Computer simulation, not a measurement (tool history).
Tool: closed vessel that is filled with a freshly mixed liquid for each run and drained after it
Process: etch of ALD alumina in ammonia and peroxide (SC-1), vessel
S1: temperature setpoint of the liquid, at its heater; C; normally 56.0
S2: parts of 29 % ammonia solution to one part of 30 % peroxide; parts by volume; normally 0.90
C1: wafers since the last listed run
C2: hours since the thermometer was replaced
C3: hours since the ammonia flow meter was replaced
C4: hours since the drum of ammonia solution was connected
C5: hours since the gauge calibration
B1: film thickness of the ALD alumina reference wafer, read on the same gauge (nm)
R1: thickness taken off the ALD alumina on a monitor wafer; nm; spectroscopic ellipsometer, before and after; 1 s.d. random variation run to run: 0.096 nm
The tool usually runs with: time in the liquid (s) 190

Run 1, hour 0.0: usual settings but S1 53.5 C; C1 0; C2 556.8; C3 947.7; C4 728.9; C5 154.6; B1 80.00. Result: R1 18.55 nm.
Run 2, hour 12.6: usual settings; C1 1374; C2 569.4; C3 960.3; C4 741.5; C5 167.2; B1 79.98. Result: R1 21.32 nm.
Run 3, hour 24.6: usual settings; C1 1308; C2 581.4; C3 972.3; C4 753.5; C5 179.2; B1 80.04. Result: R1 21.36 nm.
Run 4, hour 39.3: usual settings; C1 1603; C2 596.1; C3 987.0; C4 768.2; C5 193.9; B1 80.00. Result: R1 21.39 nm.
Run 5, hour 48.6: usual settings but time in the liquid (s) 215; C1 1014; C2 605.4; C3 996.3; C4 777.5; C5 203.2; B1 79.99. Result: R1 24.15 nm.
Run 6, hour 59.1: usual settings; C1 1145; C2 615.9; C3 1006.8; C4 788.0; C5 213.7; B1 79.99. Result: R1 21.41 nm.
Run 7, hour 65.7: usual settings; C1 719; C2 622.5; C3 1013.4; C4 794.6; C5 220.3; B1 80.00. Result: R1 21.41 nm.
Run 8, hour 75.0: usual settings but time in the liquid (s) 220; C1 1014; C2 631.8; C3 1022.7; C4 803.9; C5 229.6; B1 79.99. Result: R1 24.80 nm.
Run 9, hour 83.3: usual settings; C1 905; C2 640.1; C3 1031.0; C4 812.2; C5 237.9; B1 79.98. Result: R1 21.49 nm.
At hour 100.9: ammonia flow meter replaced.
At hour 111.4: thermometer replaced.
Run 10, hour 128.2: usual settings; C1 4678; C2 16.8; C3 27.3; C4 857.1; C5 282.8; B1 80.02. Result: R1 20.18 nm.
Run 11, hour 144.4: usual settings; C1 1766; C2 33.0; C3 43.5; C4 873.3; C5 299.0; B1 79.96. Result: R1 20.47 nm.
Run 12, hour 161.8: usual settings; C1 1897; C2 50.4; C3 60.9; C4 890.7; C5 316.4; B1 80.01. Result: R1 20.31 nm.
Run 13, hour 173.6: usual settings but S1 51.0 C, S2 1.20 parts by volume; C1 1286; C2 62.2; C3 72.7; C4 902.5; C5 328.2; B1 80.03. Result: R1 16.15 nm.
Run 14, hour 226.3: usual settings but S2 0.65 parts by volume, time in the liquid (s) 145; C1 5747; C2 114.9; C3 125.4; C4 955.2; C5 380.9; B1 80.04. Result: R1 15.21 nm.
Run 15, hour 235.0: usual settings but time in the liquid (s) 140; C1 948; C2 123.6; C3 134.1; C4 963.9; C5 389.6; B1 80.00. Result: R1 15.11 nm.
Run 16, hour 242.0: usual settings; C1 763; C2 130.6; C3 141.1; C4 970.9; C5 396.6; B1 79.98. Result: R1 20.56 nm.

Run 17 comes next. What will it give?
Run 17, hour 250.9: usual settings but S1 65.0 C, S2 0.55 parts by volume, time in the liquid (s) 140; C1 970; C2 139.5; C3 150.0; C4 979.8; C5 405.5; B1 ?. Result: R1 ?.

{"run 17": {"B1": 79.98, "R1": 22.72}}
Had the tool carried no hidden state, the very same run would have given R1 22.28 nm.

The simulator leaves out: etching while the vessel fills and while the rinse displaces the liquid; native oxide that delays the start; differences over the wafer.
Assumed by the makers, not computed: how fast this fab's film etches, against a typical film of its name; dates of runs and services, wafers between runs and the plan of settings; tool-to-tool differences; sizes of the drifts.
